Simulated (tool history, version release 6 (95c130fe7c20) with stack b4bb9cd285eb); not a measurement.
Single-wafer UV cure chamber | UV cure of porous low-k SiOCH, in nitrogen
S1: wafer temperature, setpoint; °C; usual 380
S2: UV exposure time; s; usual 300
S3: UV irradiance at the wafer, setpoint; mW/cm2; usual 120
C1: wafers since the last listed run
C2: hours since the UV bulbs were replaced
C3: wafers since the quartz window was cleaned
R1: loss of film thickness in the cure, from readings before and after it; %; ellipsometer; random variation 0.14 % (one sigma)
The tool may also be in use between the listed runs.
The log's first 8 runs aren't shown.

run	hour	S1	S2	S3	C1	C2	C3	R1
9	354.2	380	225	91	263	1508.4	554	12.697
10	394.1	380	300	120	212	1548.3	767	15.453
11	433.5	380	300	120	210	1587.7	977	15.443
12	467.6	380	300	120	181	1621.8	1159	15.294
13	533.3	380	300	95	350	1687.5	1509	14.169
# hour 545.8: quartz window cleaned
14	584.3	380	300	95	229	1738.5	205	14.174
# hour 595.4: UV bulbs replaced
15	646.2	380	300	95	287	50.8	492	14.141
16	688.1	373	300	120	223	92.7	716	15.109
17	726.2	380	445	120	203	130.8	919	17.236
18	767.2	380	340	120	218	171.8	1137	15.922
# hour 806.8: quartz window cleaned
19	853.7	380	300	120	418	258.3	250	15.595
20	887.5	392	300	120	180	292.1	430	15.624
21	953.0	395	135	120	349	357.6	779	11.723
22	1022.3	380	425	159	369	426.9	1149	18.339
23	1089.9	380	435	132	360	494.5	1509	17.727
# hour 1108.3: quartz window cleaned
24	1120.6	362	470	151	121	525.2	65	18.628
25	1159.6	386	200	142	207	564.2	273	14.431
26	1203.8	380	300	156	235	608.4	509	16.841
27	1233.5	371	350	120	158	638.1	667	15.900
28	1295.9	364	300	84	332	700.5	1000	13.425
29	1335.8	367	185	83	212	740.4	1212	10.879
# hour 1381.1: quartz window cleaned
30	1381.6	380	300	120	201	786.2	2	15.461
31	1423.0	390	300	120	220	827.6	223	15.691
32	1465.7	380	300	132	227	870.3	451	15.807

Forecast each of these 4 alternatives for the next run:
A	1466.2	380	425	120	2	870.8	454	?
B	1466.2	394	375	90	2	870.8	454	?
C	1466.2	387	460	107	2	870.8	454	?
D	1466.2	394	300	120	2	870.8	454	?

run	R1
A	17.371
B	15.505
C	17.332
D	15.841
Without the tool's hidden state the same runs would have given:
run	R1
A	17.371
B	15.505
C	17.332
D	15.841
